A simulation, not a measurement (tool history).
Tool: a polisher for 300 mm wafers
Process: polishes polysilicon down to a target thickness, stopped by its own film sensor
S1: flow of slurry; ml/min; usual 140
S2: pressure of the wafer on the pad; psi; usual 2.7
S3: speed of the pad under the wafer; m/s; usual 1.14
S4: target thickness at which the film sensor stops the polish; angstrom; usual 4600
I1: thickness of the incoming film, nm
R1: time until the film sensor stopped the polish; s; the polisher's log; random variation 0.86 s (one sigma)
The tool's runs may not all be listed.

run,day,S1,S2,S3,S4,I1,R1
1,0,140,2.7,1.14,4600,1009.2,61.5
2,1.046,140,2.7,1.14,4600,1014.3,63.7
3,2.442,140,2.7,1.14,4600,1010.9,63.2
4,5.35,140,2.1,1.14,4600,990.7,75.1
# day 8.529: worn pad replaced by a new one
5,10.896,140,2.1,1.14,4600,1013.9,73.4
6,12.621,140,2.1,1.14,4600,1026.4,78.4
# day 15.383: slurry nozzle cleaned
7,15.404,140,2.7,1.14,4600,1010.4,66.3
8,17.65,140,2.7,1.14,4600,1025,70.8
# day 18.929: worn pad replaced by a new one, of another model than before
9,19.333,140,2.7,1.14,4600,1022.5,62
10,20.679,140,2.7,1.14,4600,1013.3,62.4
# day 26.196: head pressure recalibrated
# day 29.146: worn pad replaced by a new one
11,29.167,140,2.7,1.46,4600,1031.5,54.3
12,30.579,140,2.7,1.32,4600,1005.1,56.7
13,33.112,140,2.1,1.32,4600,1013.1,77.3
14,34.967,140,2.7,1.42,4600,995.8,56.1
15,36.975,140,2.7,1.44,4600,1000.7,58.4
# day 38.288: worn pad replaced by a new one
16,39.862,140,2.7,1.14,4600,1009.5,59.6
17,41.4,140,2.7,1.14,4600,995.3,62.5
18,43.229,140,2.7,1.14,4600,1030.6,65.4
19,46.188,140,3,0.76,4600,1022.9,76.7
20,48.575,140,2.7,1.14,2990,1001.8,89.4

3 ways to go on from here, each from the tool as it stands after run 20. What would each give?
A,48.592,140,2.7,1.14,4600,1025.5,?
B,48.592,155,2.7,1.14,3430,1025.5,?
C,48.592,180,3.5,1.14,4600,1025.5,?

run,R1
A,71.3
B,85.3
C,53.8
Without the tool's hidden state the same runs would have given:
run,R1
A,62
B,74.1
C,46.7
